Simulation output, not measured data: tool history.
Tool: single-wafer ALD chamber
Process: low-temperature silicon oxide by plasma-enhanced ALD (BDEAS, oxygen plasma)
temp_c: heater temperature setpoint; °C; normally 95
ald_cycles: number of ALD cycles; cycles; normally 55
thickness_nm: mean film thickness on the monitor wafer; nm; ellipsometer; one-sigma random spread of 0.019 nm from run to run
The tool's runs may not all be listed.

run   hour  temp_c  ald_cycles  wafers since the last listed run  hours since the last thermocouple change  hours since the gauge calibration  read-back reference wafer on the same gauge, thickness_nm  thickness_nm
  1    0.0      95          55                                 0                                    1134.7                              141.9                                                      7.909         7.668
  2   70.9      95          55                               376                                    1205.6                              212.8                                                      7.906         7.640
  3   95.9      95          60                               132                                    1230.6                              237.8                                                      7.906         8.359
  4  125.3      95          60                               156                                    1260.0                              267.2                                                      7.910         8.343
  5  195.0      90          55                               369                                    1329.7                              336.9                                                      7.902         7.811
  6  264.2      87          55                               367                                    1398.9                              406.1                                                      7.910         7.868
  7  294.2      87          55                               159                                    1428.9                              436.1                                                      7.913         7.806
  8  336.9     100          51                               226                                    1471.6                              478.8                                                      7.905         6.969
  9  403.0     100          51                               350                                    1537.7                              544.9                                                      7.915         7.014
 10  505.5     100          51                               544                                    1640.2                              647.4                                                      7.913         6.972
 11  543.9      95          55                               203                                    1678.6                              685.8                                                      7.901         7.633
 12  586.3      95          55                               225                                    1721.0                              728.2                                                      7.903         7.619
 13  648.8      89          61                               331                                    1783.5                              790.7                                                      7.907         8.545
 14  718.1     109          55                               367                                    1852.8                              860.0                                                      7.906         7.417
     754.8  -- thermocouple changed; heater temperature recalibrated
 15  766.1     104          52                               212                                      11.3                              908.0                                                      7.911         7.109

Predict the results of run 16:
 16  819.5      95          60                               283                                      64.7                              961.4                                                          ?             ?

Run 16 measured read-back reference wafer on the same gauge, thickness_nm 7.903, thickness_nm 8.439 nm.
Without the tool's hidden state the same run would have given thickness_nm 8.444 nm.

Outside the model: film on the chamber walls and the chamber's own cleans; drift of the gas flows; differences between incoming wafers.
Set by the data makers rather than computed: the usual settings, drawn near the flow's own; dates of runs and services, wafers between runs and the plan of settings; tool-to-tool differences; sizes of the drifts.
